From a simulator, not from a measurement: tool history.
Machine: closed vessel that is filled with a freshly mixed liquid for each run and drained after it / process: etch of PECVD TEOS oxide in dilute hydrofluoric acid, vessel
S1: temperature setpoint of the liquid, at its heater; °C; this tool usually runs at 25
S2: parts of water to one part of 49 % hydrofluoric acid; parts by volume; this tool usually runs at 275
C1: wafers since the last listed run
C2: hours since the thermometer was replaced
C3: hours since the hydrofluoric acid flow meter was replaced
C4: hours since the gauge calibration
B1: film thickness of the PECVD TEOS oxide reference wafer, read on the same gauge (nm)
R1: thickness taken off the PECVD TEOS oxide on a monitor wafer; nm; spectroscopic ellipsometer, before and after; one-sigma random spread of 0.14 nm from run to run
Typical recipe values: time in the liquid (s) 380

Run 1, hour 0: usual settings; C1 0; C2 1461.5; C3 623.6; C4 1327.4; B1 69.98. Result: R1 15.64 nm.
Run 2, hour 88.1: usual settings but S1 22.5 °C; C1 9142; C2 1549.6; C3 711.7; C4 1415.5; B1 69.99. Result: R1 14.55 nm.
Run 3, hour 163.1: usual settings; C1 7782; C2 1624.6; C3 786.7; C4 1490.5; B1 69.98. Result: R1 15.98 nm.
Run 4, hour 223.7: usual settings; C1 6288; C2 1685.2; C3 847.3; C4 1551.1; B1 69.99. Result: R1 15.89 nm.
Run 5, hour 293.2: usual settings but S1 28.5 °C; C1 7211; C2 1754.7; C3 916.8; C4 1620.6; B1 69.99. Result: R1 17.56 nm.
At hour 322.4: hydrofluoric acid flow meter replaced.
Run 6, hour 348.7: usual settings but S1 28.5 °C; C1 5655; C2 1810.2; C3 26.3; C4 1676.1; B1 69.98. Result: R1 18.06 nm.
Run 7, hour 450.4: usual settings but time in the liquid (s) 525; C1 10553; C2 1911.9; C3 128; C4 1777.8; B1 69.96. Result: R1 21.98 nm.
Run 8, hour 522.1: usual settings but time in the liquid (s) 525; C1 7440; C2 1983.6; C3 199.7; C4 1849.5; B1 70.02. Result: R1 21.99 nm.
Run 9, hour 627.2: usual settings; C1 10906; C2 2088.7; C3 304.8; C4 1954.6; B1 70. Result: R1 15.97 nm.
At hour 692.4: thermometer replaced.
Run 10, hour 732.2: usual settings; C1 10792; C2 39.8; C3 409.8; C4 2059.6; B1 70.01. Result: R1 14.94 nm.
Run 11, hour 777.3: usual settings; C1 4680; C2 84.9; C3 454.9; C4 2104.7; B1 69.97. Result: R1 14.8 nm.
Run 12, hour 844.5: usual settings but time in the liquid (s) 535; C1 6973; C2 152.1; C3 522.1; C4 2171.9; B1 70.01. Result: R1 20.9 nm.
Run 13, hour 908.3: usual settings; C1 6620; C2 215.9; C3 585.9; C4 2235.7; B1 70. Result: R1 15.11 nm.
Run 14, hour 998.2: usual settings; C1 9328; C2 305.8; C3 675.8; C4 2325.6; B1 70.01. Result: R1 15.05 nm.
Run 15, hour 1076.3: usual settings but S2 405 parts by volume, time in the liquid (s) 520; C1 8104; C2 383.9; C3 753.9; C4 2403.7; B1 70.02. Result: R1 12.52 nm.
Run 16, hour 1153.9: usual settings but S1 23.5 °C, S2 190 parts by volume, time in the liquid (s) 190; C1 8052; C2 461.5; C3 831.5; C4 2481.3; B1 70.01. Result: R1 11.22 nm.
Run 17, hour 1260.7: usual settings but S1 28 °C; C1 11082; C2 568.3; C3 938.3; C4 2588.1; B1 69.99. Result: R1 16.79 nm.
At hour 1275: hydrofluoric acid flow meter replaced.
At hour 1286.3: gauge calibrated.
Run 18, hour 1324.7: usual settings; C1 6537; C2 632.3; C3 49.7; C4 38.4; B1 69.99. Result: R1 14.94 nm.
Run 19, hour 1408.4: usual settings but S1 30 °C, S2 180 parts by volume, time in the liquid (s) 280; C1 8685; C2 716; C3 133.4; C4 122.1; B1 70.01. Result: R1 23.04 nm.
Run 20, hour 1503.8: usual settings but S2 410 parts by volume, time in the liquid (s) 315; C1 9899; C2 811.4; C3 228.8; C4 217.5; B1 70.03. Result: R1 7.6 nm.
Run 21, hour 1556.5: usual settings; C1 5468; C2 864.1; C3 281.5; C4 270.2; B1 69.99. Result: R1 15.5 nm.
Run 22, hour 1596.8: usual settings but S1 29 °C; C1 4181; C2 904.4; C3 321.8; C4 310.5; B1 70.01. Result: R1 17.55 nm.
Run 23, hour 1638.6: usual settings but S2 155 parts by volume; C1 4337; C2 946.2; C3 363.6; C4 352.3; B1 70.01. Result: R1 31.48 nm.
Run 24, hour 1687.1: usual settings but S1 23 °C, S2 135 parts by volume, time in the liquid (s) 505; C1 5032; C2 994.7; C3 412.1; C4 400.8; B1 69.98. Result: R1 45.94 nm.
Run 25, hour 1751.1: usual settings but S2 230 parts by volume; C1 6641; C2 1058.7; C3 476.1; C4 464.8; B1 70.01. Result: R1 19.32 nm.
Run 26, hour 2063.8: usual settings but S2 340 parts by volume; C1 32448; C2 1371.4; C3 788.8; C4 777.5; B1 69.97. Result: R1 11.89 nm.
Run 27, hour 2118.1: usual settings but S2 370 parts by volume, time in the liquid (s) 570; C1 5634; C2 1425.7; C3 843.1; C4 831.8; B1 70.02. Result: R1 16.14 nm.
Run 28, hour 2176.3: usual settings but S2 330 parts by volume; C1 6039; C2 1483.9; C3 901.3; C4 890; B1 70.01. Result: R1 12.48 nm.

3 options for the next run, each taken on its own from the tool as it stands now. Forecast them:
Run A, hour 2177.1: usual settings but S1 23 °C; C1 83; C2 1484.7; C3 902.1; C4 890.8; B1 ?. Result: R1 ?.
Run B, hour 2177.1: usual settings but S1 22 °C, S2 170 parts by volume, time in the liquid (s) 185; C1 83; C2 1484.7; C3 902.1; C4 890.8; B1 ?. Result: R1 ?.
Run C, hour 2177.1: usual settings but S2 165 parts by volume; C1 83; C2 1484.7; C3 902.1; C4 890.8; B1 ?. Result: R1 ?.

run     B1     R1
  A  70.02  15.03
  B  70.02  12.77
  C  70.02  30.39
Had the tool no hidden state, the same runs would have come out as:
run     R1
  A  13.89
  B  11.73
  C  27.96
